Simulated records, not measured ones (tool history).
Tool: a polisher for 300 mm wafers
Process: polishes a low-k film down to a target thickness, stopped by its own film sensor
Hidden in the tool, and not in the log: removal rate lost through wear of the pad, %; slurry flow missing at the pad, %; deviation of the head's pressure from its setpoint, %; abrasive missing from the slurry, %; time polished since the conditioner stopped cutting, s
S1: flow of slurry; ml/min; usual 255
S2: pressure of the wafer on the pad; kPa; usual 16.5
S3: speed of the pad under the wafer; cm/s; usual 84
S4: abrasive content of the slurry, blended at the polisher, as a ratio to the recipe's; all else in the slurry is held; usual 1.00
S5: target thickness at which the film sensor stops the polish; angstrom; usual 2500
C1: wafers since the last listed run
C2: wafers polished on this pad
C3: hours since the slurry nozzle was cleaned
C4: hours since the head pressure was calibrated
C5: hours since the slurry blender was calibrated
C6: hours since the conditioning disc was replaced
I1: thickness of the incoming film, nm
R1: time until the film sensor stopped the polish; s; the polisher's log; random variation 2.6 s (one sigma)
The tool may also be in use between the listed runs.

| run | hour | S1 | S2 | S3 | S4 | S5 | C1 | C2 | C3 | C4 | C5 | C6 | I1 | R1 |
|---|---|---|---|---|---|---|---|---|---|---|---|---|---|---|
| 1 | 0.0 | 255 | 16.5 | 84 | 1.00 | 2500 | 0 | 318 | 398.3 | 424.7 | 28.8 | 395.2 | 324.9 | 171.5 |
|  | 14.2 | conditioning disc replaced and pad reconditioned |
|  | 14.8 | slurry nozzle cleaned |
| 2 | 47.6 | 255 | 16.5 | 84 | 1.00 | 2500 | 196 | 514 | 32.8 | 472.3 | 76.4 | 33.4 | 320.8 | 168.5 |
| 3 | 108.2 | 255 | 16.5 | 84 | 1.00 | 2500 | 264 | 779 | 93.4 | 532.9 | 137.0 | 94.0 | 316.2 | 164.6 |
| 4 | 157.4 | 255 | 16.5 | 84 | 1.00 | 2500 | 214 | 993 | 142.6 | 582.1 | 186.2 | 143.2 | 326.1 | 186.9 |
|  | 180.6 | head pressure recalibrated |
| 5 | 223.5 | 255 | 16.5 | 84 | 1.00 | 2500 | 279 | 1273 | 208.7 | 42.9 | 252.3 | 209.3 | 319.0 | 191.0 |
|  | 272.6 | worn pad replaced by a new one |
| 6 | 273.1 | 255 | 16.5 | 84 | 1.00 | 2500 | 198 | 2 | 258.3 | 92.5 | 301.9 | 258.9 | 317.3 | 185.5 |
| 7 | 319.1 | 255 | 16.5 | 84 | 1.00 | 2500 | 200 | 202 | 304.3 | 138.5 | 347.9 | 304.9 | 323.0 | 206.6 |
|  | 333.5 | slurry blender recalibrated |
|  | 354.1 | conditioning disc replaced and pad reconditioned |
| 8 | 389.5 | 255 | 16.5 | 84 | 1.00 | 2500 | 289 | 492 | 374.7 | 208.9 | 56.0 | 35.4 | 322.4 | 178.3 |
|  | 430.5 | slurry nozzle cleaned |
| 9 | 455.6 | 295 | 16.5 | 70 | 1.00 | 2500 | 283 | 776 | 25.1 | 275.0 | 122.1 | 101.5 | 324.8 | 209.7 |
| 10 | 506.6 | 255 | 16.5 | 84 | 1.00 | 2590 | 222 | 998 | 76.1 | 326.0 | 173.1 | 152.5 | 324.7 | 162.7 |
| 11 | 565.1 | 185 | 20.7 | 84 | 0.85 | 2310 | 255 | 1254 | 134.6 | 384.5 | 231.6 | 211.0 | 322.6 | 202.9 |
| 12 | 631.1 | 255 | 16.5 | 84 | 1.00 | 2500 | 287 | 1541 | 200.6 | 450.5 | 297.6 | 277.0 | 322.6 | 186.6 |
| 13 | 682.5 | 255 | 16.5 | 84 | 1.00 | 2500 | 224 | 1766 | 252.0 | 501.9 | 349.0 | 328.4 | 319.2 | 183.7 |
|  | 694.5 | conditioning disc replaced and pad reconditioned |
|  | 701.6 | slurry blender recalibrated |
|  | 703.9 | worn pad replaced by a new one |
| 14 | 721.2 | 255 | 16.5 | 104 | 1.00 | 2410 | 141 | 75 | 290.7 | 540.6 | 19.6 | 26.7 | 315.1 | 147.9 |
|  | 772.4 | slurry nozzle cleaned |
|  | 776.5 | head pressure recalibrated |
| 15 | 777.0 | 255 | 16.5 | 84 | 0.75 | 2500 | 230 | 305 | 4.6 | 0.5 | 75.4 | 82.5 | 322.7 | 218.0 |
| 16 | 808.5 | 195 | 20.0 | 84 | 1.00 | 2500 | 137 | 443 | 36.1 | 32.0 | 106.9 | 114.0 | 317.4 | 156.9 |
| 17 | 871.9 | 300 | 13.1 | 84 | 1.00 | 2500 | 276 | 719 | 99.5 | 95.4 | 170.3 | 177.4 | 321.1 | 232.0 |
| 18 | 934.7 | 185 | 19.3 | 68 | 1.00 | 2660 | 273 | 993 | 162.3 | 158.2 | 233.1 | 240.2 | 322.3 | 156.9 |
| 19 | 983.8 | 255 | 16.5 | 84 | 1.00 | 2500 | 214 | 1208 | 211.4 | 207.3 | 282.2 | 289.3 | 323.0 | 191.5 |
| 20 | 1024.2 | 255 | 18.6 | 84 | 1.00 | 2500 | 176 | 1384 | 251.8 | 247.7 | 322.6 | 329.7 | 318.2 | 161.4 |
|  | 1047.5 | conditioning disc replaced and pad reconditioned |
| 21 | 1060.7 | 335 | 16.5 | 84 | 1.00 | 2300 | 150 | 1534 | 288.3 | 284.2 | 359.1 | 13.2 | 322.4 | 237.1 |
|  | 1102.7 | worn pad replaced by a new one |
| 22 | 1103.2 | 285 | 16.5 | 100 | 1.25 | 2500 | 167 | 2 | 330.8 | 326.7 | 401.6 | 55.7 | 322.6 | 160.4 |
|  | 1113.9 | slurry blender recalibrated |
| 23 | 1156.9 | 295 | 16.5 | 84 | 1.00 | 2500 | 225 | 227 | 384.5 | 380.4 | 43.0 | 109.4 | 320.7 | 168.5 |
|  | 1177.0 | slurry nozzle cleaned |
| 24 | 1206.8 | 290 | 21.4 | 84 | 1.25 | 2500 | 213 | 441 | 29.8 | 430.3 | 92.9 | 159.3 | 320.4 | 121.8 |
| 25 | 1258.3 | 255 | 17.9 | 56 | 0.80 | 2500 | 224 | 665 | 81.3 | 481.8 | 144.4 | 210.8 | 318.4 | 236.3 |

What the log doesn't show, run by run:
removal rate lost through wear of the pad, %: 0 in every run
slurry flow missing at the pad, %: 0 in every run
time polished since the conditioner stopped cutting, s: 0 in every run
H1: deviation of the head's pressure from its setpoint, %
H2: abrasive missing from the slurry, %
| run | H1 | H2 |
|---|---|---|
| 1 | 9.3 | 3.27 |
| 2 | 9.58 | 6.96 |
| 3 | 9.85 | 11.7 |
| 4 | 10 | 15.5 |
| 5 | 0.521 | 20.6 |
| 6 | 2.9 | 24.5 |
| 7 | 4.6 | 28 |
| 8 | 6.49 | 6.57 |
| 9 | 7.71 | 11.7 |
| 10 | 8.39 | 15.7 |
| 11 | 8.97 | 20.2 |
| 12 | 9.44 | 25.3 |
| 13 | 9.7 | 29.3 |
| 14 | 9.85 | 6.43 |
| 15 | -2.02 | 10.8 |
| 16 | -0.015 | 13.2 |
| 17 | 3.1 | 18.1 |
| 18 | 5.29 | 23 |
| 19 | 6.54 | 26.8 |
| 20 | 7.34 | 30 |
| 21 | 7.93 | 32.8 |
| 22 | 8.48 | 36.1 |
| 23 | 9.02 | 5.05 |
| 24 | 9.39 | 8.92 |
| 25 | 9.68 | 12.9 |

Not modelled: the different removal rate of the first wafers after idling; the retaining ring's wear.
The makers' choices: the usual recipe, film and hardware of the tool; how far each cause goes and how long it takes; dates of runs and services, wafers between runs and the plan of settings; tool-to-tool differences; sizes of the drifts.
